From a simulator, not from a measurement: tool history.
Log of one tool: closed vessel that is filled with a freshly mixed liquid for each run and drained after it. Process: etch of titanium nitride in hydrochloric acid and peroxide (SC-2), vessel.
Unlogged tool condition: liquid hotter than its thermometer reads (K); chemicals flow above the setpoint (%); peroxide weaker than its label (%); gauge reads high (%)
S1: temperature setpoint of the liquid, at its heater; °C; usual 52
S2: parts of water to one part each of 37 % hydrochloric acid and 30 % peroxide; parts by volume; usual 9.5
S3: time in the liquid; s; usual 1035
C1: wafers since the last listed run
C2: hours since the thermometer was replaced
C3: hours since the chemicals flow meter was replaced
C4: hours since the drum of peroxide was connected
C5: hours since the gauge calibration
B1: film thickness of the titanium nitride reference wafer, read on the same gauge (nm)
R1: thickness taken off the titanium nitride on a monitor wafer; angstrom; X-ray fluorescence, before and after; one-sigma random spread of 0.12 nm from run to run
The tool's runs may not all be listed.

Run 1, day 0: usual settings but S1 54 °C; C1 0; C2 1552.4; C3 1300.7; C4 85.6; C5 1130.1; B1 80.03. Result: R1 188 angstrom.
Run 2, day 1.846: usual settings but S1 54 °C; C1 2585; C2 1596.7; C3 1345; C4 129.9; C5 1174.4; B1 79.97. Result: R1 190.9 angstrom.
Run 3, day 3.938: usual settings but S1 48.5 °C, S3 640 s; C1 2929; C2 1646.9; C3 1395.2; C4 180.1; C5 1224.6; B1 80. Result: R1 80.5 angstrom.
Run 4, day 5.775: usual settings; C1 2573; C2 1691; C3 1439.3; C4 224.2; C5 1268.7; B1 79.99. Result: R1 164 angstrom.
At day 8.021: gauge calibrated.
Run 5, day 8.233: usual settings; C1 3443; C2 1750; C3 1498.3; C4 283.2; C5 5.1; B1 79.98. Result: R1 164.3 angstrom.
Run 6, day 11.125: usual settings but S1 55.5 °C; C1 4050; C2 1819.4; C3 1567.7; C4 352.6; C5 74.5; B1 80. Result: R1 203.6 angstrom.
Run 7, day 12.162: usual settings; C1 1453; C2 1844.3; C3 1592.6; C4 377.5; C5 99.4; B1 80. Result: R1 161.7 angstrom.
Run 8, day 13.371: usual settings; C1 1692; C2 1873.3; C3 1621.6; C4 406.5; C5 128.4; B1 80.01. Result: R1 162.4 angstrom.
At day 16.742: thermometer replaced.
At day 17.867: new drum of peroxide connected.
Run 9, day 21.883: usual settings but S1 48.5 °C, S2 7 parts by volume, S3 1615 s; C1 11806; C2 123.4; C3 1825.9; C4 96.4; C5 332.7; B1 79.97. Result: R1 259.5 angstrom.
Run 10, day 23.542: usual settings but S1 48 °C, S2 6 parts by volume, S3 1200 s; C1 2322; C2 163.2; C3 1865.7; C4 136.2; C5 372.5; B1 80.02. Result: R1 208.3 angstrom.
At day 23.712: chemicals flow meter replaced.
Run 11, day 24.767: usual settings; C1 1657; C2 192.6; C3 25.3; C4 165.6; C5 401.9; B1 79.97. Result: R1 165.1 angstrom.
Run 12, day 27.417: usual settings; C1 3711; C2 256.2; C3 88.9; C4 229.2; C5 465.5; B1 80. Result: R1 162.7 angstrom.
Run 13, day 28.921: usual settings; C1 2106; C2 292.3; C3 125; C4 265.3; C5 501.6; B1 80.05. Result: R1 163.3 angstrom.
Run 14, day 37.783: usual settings; C1 12413; C2 505; C3 337.7; C4 478; C5 714.3; B1 80.01. Result: R1 159.1 angstrom.
Run 15, day 39.562: usual settings but S1 46 °C, S2 5.5 parts by volume, S3 455 s; C1 2492; C2 547.7; C3 380.4; C4 520.7; C5 757; B1 80.01. Result: R1 71.7 angstrom.
Run 16, day 41.75: usual settings; C1 3064; C2 600.2; C3 432.9; C4 573.2; C5 809.5; B1 80.02. Result: R1 157.2 angstrom.
Run 17, day 43.696: usual settings but S1 58.5 °C, S2 5.5 parts by volume; C1 2725; C2 646.9; C3 479.6; C4 619.9; C5 856.2; B1 80.01. Result: R1 368.2 angstrom.
At day 44.2: new drum of peroxide connected.
Run 18, day 46.004: usual settings but S1 58 °C, S2 13 parts by volume; C1 3174; C2 702.3; C3 535; C4 43.3; C5 911.6; B1 80.03. Result: R1 189 angstrom.
Run 19, day 48.717: usual settings but S2 8 parts by volume, S3 835 s; C1 3799; C2 767.4; C3 600.1; C4 108.4; C5 976.7; B1 80.05. Result: R1 152.7 angstrom.
Run 20, day 50.638: usual settings; C1 2690; C2 813.5; C3 646.2; C4 154.5; C5 1022.8; B1 79.96. Result: R1 163.1 angstrom.
Run 21, day 53.071: usual settings but S2 5 parts by volume, S3 1500 s; C1 3408; C2 871.9; C3 704.6; C4 212.9; C5 1081.2; B1 80.01. Result: R1 392.5 angstrom.
Run 22, day 55.458: usual settings; C1 3344; C2 929.2; C3 761.9; C4 270.2; C5 1138.5; B1 80.02. Result: R1 163.4 angstrom.
Run 23, day 57.938: usual settings but S1 56 °C, S3 1580 s; C1 3472; C2 988.7; C3 821.4; C4 329.7; C5 1198; B1 79.99. Result: R1 322.1 angstrom.
Run 24, day 59.138: usual settings but S1 61.5 °C; C1 1680; C2 1017.5; C3 850.2; C4 358.5; C5 1226.8; B1 80.04. Result: R1 293.8 angstrom.
Run 25, day 61.783: usual settings; C1 3706; C2 1081; C3 913.7; C4 422; C5 1290.3; B1 80.02. Result: R1 157.6 angstrom.
Run 26, day 64.279: usual settings but S1 61.5 °C, S2 5.5 parts by volume, S3 1325 s; C1 3495; C2 1140.9; C3 973.6; C4 481.9; C5 1350.2; B1 79.96. Result: R1 583.4 angstrom.
Run 27, day 67.15: usual settings but S1 56.5 °C, S3 1540 s; C1 4021; C2 1209.8; C3 1042.5; C4 550.8; C5 1419.1; B1 79.99. Result: R1 314.3 angstrom.
At day 68.408: new drum of peroxide connected.
Run 28, day 69.525: usual settings but S1 55 °C, S3 1325 s; C1 3268; C2 1266.8; C3 1099.5; C4 26.8; C5 1476.1; B1 80. Result: R1 262.4 angstrom.

Selected run-to-run steps in R1, each split into two signed amounts: the part the tool would show with no hidden state at all (from settings, incoming material and random variation), and the remainder, which goes to the hidden state together with any gauge scatter not common to the measured and the hidden-state-free results:
Run 17 -> 18: S1 58.5 -> 58, S2 5.5 -> 13, new drum of peroxide connected. R1 -179.2 angstrom: hidden state +24.1, all else -203.3.
Run 25 -> 26: S1 52 -> 61.5, S2 9.5 -> 5.5, S3 1035 -> 1325. R1 +425.8 angstrom: hidden state -22.8, all else +448.6.
Run 26 -> 27: S1 61.5 -> 56.5, S2 5.5 -> 9.5, S3 1325 -> 1540. R1 -269.1 angstrom: hidden state +10.7, all else -279.8.

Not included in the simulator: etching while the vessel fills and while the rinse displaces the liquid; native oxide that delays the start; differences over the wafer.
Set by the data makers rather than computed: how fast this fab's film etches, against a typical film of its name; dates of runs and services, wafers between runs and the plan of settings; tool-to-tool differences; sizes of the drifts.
